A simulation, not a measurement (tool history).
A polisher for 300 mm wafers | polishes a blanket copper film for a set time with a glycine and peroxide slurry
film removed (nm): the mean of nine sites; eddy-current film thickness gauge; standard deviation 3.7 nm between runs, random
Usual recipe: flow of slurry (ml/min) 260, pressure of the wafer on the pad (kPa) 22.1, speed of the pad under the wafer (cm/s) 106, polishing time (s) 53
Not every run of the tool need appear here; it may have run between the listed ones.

run,hour,flow of slurry (ml/min),pressure of the wafer on the pad (kPa),speed of the pad under the wafer (cm/s),polishing time (s),"incoming thickness of the incoming film, nm",film removed (nm)
1,0,260,22.1,106,53,2193,288.6
# hour 10: worn pad replaced by a new one
2,48.8,260,22.1,106,53,2196.9,283.1
# hour 74.4: slurry nozzle cleaned
3,78.4,260,22.1,106,53,2123.3,300.5
4,106.2,260,22.1,106,53,2192.4,304.8
# hour 127.5: worn pad replaced by a new one
5,139.9,260,22.1,106,53,2148.1,300.7
6,208,260,22.1,106,53,2176,293
# hour 268.7: slurry nozzle cleaned
# hour 278: worn pad replaced by a new one, of another model than before
7,300.8,260,22.1,106,53,2132.5,289.9
8,357.8,260,29.6,134,53,2163.1,446.6
9,398.1,230,22.1,80,61,2145.6,233
# hour 413.7: worn pad replaced by a new one
10,469.8,335,22.1,106,53,2175.2,270
# hour 478.8: slurry nozzle cleaned
11,506,260,22.1,106,53,2191.9,298.3
# hour 529.7: head pressure recalibrated
# hour 551.7: worn pad replaced by a new one
12,564.6,260,17.2,106,53,2162.5,253.3
13,598.3,315,15.9,92,68,2173.3,269.9
# hour 663.7: slurry nozzle cleaned
# hour 671.2: worn pad replaced by a new one
14,671.7,260,29.6,78,53,2145.4,271.7

Alternative continuations, all from the tool just after run 14; predict every row:
A,672.1,260,29,106,53,2185.5,?
B,672.1,290,14.5,122,53,2185.5,?
C,672.1,260,26.2,106,71,2185.5,?
D,672.1,320,22.1,106,44,2185.5,?

run,film removed (nm)
A,370.3
B,271.3
C,461.4
D,260.9
Stripped of hidden state, with their random variation kept, the same runs would have yielded:
run,film removed (nm)
A,372.1
B,272.4
C,463.6
D,261.9
